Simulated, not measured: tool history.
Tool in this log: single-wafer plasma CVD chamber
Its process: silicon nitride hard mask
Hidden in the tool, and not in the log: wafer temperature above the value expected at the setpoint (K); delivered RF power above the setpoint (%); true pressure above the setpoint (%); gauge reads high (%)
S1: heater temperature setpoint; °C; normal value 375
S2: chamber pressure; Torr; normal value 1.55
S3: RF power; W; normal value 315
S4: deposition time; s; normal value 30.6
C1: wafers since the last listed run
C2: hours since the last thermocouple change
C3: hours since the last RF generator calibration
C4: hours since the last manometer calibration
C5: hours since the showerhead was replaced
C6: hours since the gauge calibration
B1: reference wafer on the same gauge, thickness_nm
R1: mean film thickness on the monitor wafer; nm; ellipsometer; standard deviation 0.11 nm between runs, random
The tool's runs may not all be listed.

| run | day | S1 | S2 | S3 | S4 | C1 | C2 | C3 | C4 | C5 | C6 | B1 | R1 |
|---|---|---|---|---|---|---|---|---|---|---|---|---|---|
| 1 | 0.000 | 375 | 1.55 | 315 | 30.6 | 0 | 1912.5 | 1255.6 | 1208.1 | 7039.6 | 208.8 | 27.815 | 34.669 |
| 2 | 0.525 | 375 | 1.30 | 315 | 30.6 | 270 | 1925.1 | 1268.2 | 1220.7 | 7052.2 | 221.4 | 27.816 | 32.199 |
| 3 | 0.821 | 375 | 1.30 | 315 | 30.6 | 152 | 1932.2 | 1275.3 | 1227.8 | 7059.3 | 228.5 | 27.834 | 31.897 |
| 4 | 1.825 | 375 | 1.30 | 315 | 30.6 | 517 | 1956.3 | 1299.4 | 1251.9 | 7083.4 | 252.6 | 27.801 | 32.007 |
| 5 | 2.175 | 375 | 1.55 | 315 | 30.6 | 180 | 1964.7 | 1307.8 | 1260.3 | 7091.8 | 261.0 | 27.787 | 34.554 |
| 6 | 2.758 | 375 | 1.55 | 315 | 30.6 | 300 | 1978.7 | 1321.8 | 1274.3 | 7105.8 | 275.0 | 27.802 | 34.437 |
| 7 | 3.133 | 375 | 1.55 | 300 | 30.6 | 193 | 1987.7 | 1330.8 | 1283.3 | 7114.8 | 284.0 | 27.794 | 33.755 |
|  | 3.550 | RF generator calibrated |
| 8 | 3.571 | 375 | 1.55 | 300 | 30.6 | 53 | 1998.2 | 0.5 | 1293.8 | 7125.3 | 294.5 | 27.805 | 33.803 |
| 9 | 4.100 | 375 | 1.55 | 315 | 30.6 | 272 | 2010.9 | 13.2 | 1306.5 | 7138.0 | 307.2 | 27.823 | 34.511 |
| 10 | 4.696 | 375 | 1.55 | 315 | 30.6 | 307 | 2025.2 | 27.5 | 1320.8 | 7152.3 | 321.5 | 27.828 | 34.680 |
|  | 5.133 | showerhead replaced |
|  | 5.308 | thermocouple changed; heater temperature recalibrated |
| 11 | 5.329 | 375 | 1.67 | 315 | 30.6 | 64 | 0.5 | 42.7 | 1336.0 | 4.7 | 336.7 | 27.810 | 35.598 |
|  | 5.888 | gauge calibrated |
| 12 | 6.000 | 375 | 1.55 | 315 | 30.6 | 345 | 16.6 | 58.8 | 1352.1 | 20.8 | 2.7 | 27.808 | 34.368 |
| 13 | 6.588 | 375 | 1.38 | 355 | 26.5 | 302 | 30.7 | 72.9 | 1366.2 | 34.9 | 16.8 | 27.765 | 30.146 |
| 14 | 7.075 | 365 | 1.93 | 360 | 33.6 | 251 | 42.4 | 84.6 | 1377.9 | 46.6 | 28.5 | 27.800 | 43.888 |
| 15 | 7.592 | 365 | 1.55 | 360 | 30.6 | 266 | 54.8 | 97.0 | 1390.3 | 59.0 | 40.9 | 27.818 | 37.018 |
| 16 | 8.021 | 375 | 1.55 | 315 | 30.6 | 221 | 65.1 | 107.3 | 1400.6 | 69.3 | 51.2 | 27.834 | 34.421 |
|  | 8.717 | capacitance manometer re-zeroed and calibrated |
| 17 | 8.738 | 361 | 1.18 | 290 | 25.6 | 197 | 82.3 | 124.5 | 0.5 | 86.5 | 68.4 | 27.826 | 24.793 |
| 18 | 9.108 | 375 | 1.55 | 340 | 32.2 | 191 | 91.2 | 133.4 | 9.4 | 95.4 | 77.3 | 27.795 | 37.728 |
| 19 | 9.712 | 375 | 1.77 | 315 | 33.9 | 311 | 105.7 | 147.9 | 23.9 | 109.9 | 91.8 | 27.801 | 40.150 |
| 20 | 10.025 | 382 | 1.55 | 315 | 34.1 | 161 | 113.2 | 155.4 | 31.4 | 117.4 | 99.3 | 27.797 | 38.607 |
| 21 | 10.633 | 375 | 1.30 | 315 | 30.6 | 313 | 127.8 | 170.0 | 46.0 | 132.0 | 113.9 | 27.803 | 32.205 |
| 22 | 11.350 | 375 | 1.55 | 340 | 28.7 | 369 | 145.0 | 187.2 | 63.2 | 149.2 | 131.1 | 27.779 | 33.530 |
| 23 | 11.817 | 375 | 1.31 | 255 | 35.5 | 240 | 156.2 | 198.4 | 74.4 | 160.4 | 142.3 | 27.818 | 34.073 |
| 24 | 12.238 | 364 | 1.55 | 315 | 32.8 | 216 | 166.3 | 208.5 | 84.5 | 170.5 | 152.4 | 27.781 | 37.150 |
| 25 | 12.558 | 375 | 1.55 | 315 | 30.6 | 165 | 174.0 | 216.2 | 92.2 | 178.2 | 160.1 | 27.760 | 34.570 |
| 26 | 13.296 | 389 | 1.55 | 315 | 30.6 | 380 | 191.7 | 233.9 | 109.9 | 195.9 | 177.8 | 27.805 | 34.323 |
| 27 | 13.758 | 368 | 1.65 | 360 | 30.6 | 238 | 202.8 | 245.0 | 121.0 | 207.0 | 188.9 | 27.809 | 37.586 |
| 28 | 14.392 | 375 | 1.55 | 315 | 33.1 | 326 | 218.0 | 260.2 | 136.2 | 222.2 | 204.1 | 27.799 | 37.180 |
| 29 | 14.962 | 375 | 1.55 | 340 | 32.2 | 294 | 231.7 | 273.9 | 149.9 | 235.9 | 217.8 | 27.809 | 37.687 |
| 30 | 15.308 | 375 | 1.55 | 315 | 30.6 | 178 | 240.0 | 282.2 | 158.2 | 244.2 | 226.1 | 27.799 | 34.756 |

List, for all runs, the conditions of the tool that the log does not record:
wafer temperature above the value expected at the setpoint (K): 0, the same for each run
delivered RF power above the setpoint (%): 0, the same for each run
true pressure above the setpoint (%): 0, the same for each run
gauge reads high (%): 0, the same for each run

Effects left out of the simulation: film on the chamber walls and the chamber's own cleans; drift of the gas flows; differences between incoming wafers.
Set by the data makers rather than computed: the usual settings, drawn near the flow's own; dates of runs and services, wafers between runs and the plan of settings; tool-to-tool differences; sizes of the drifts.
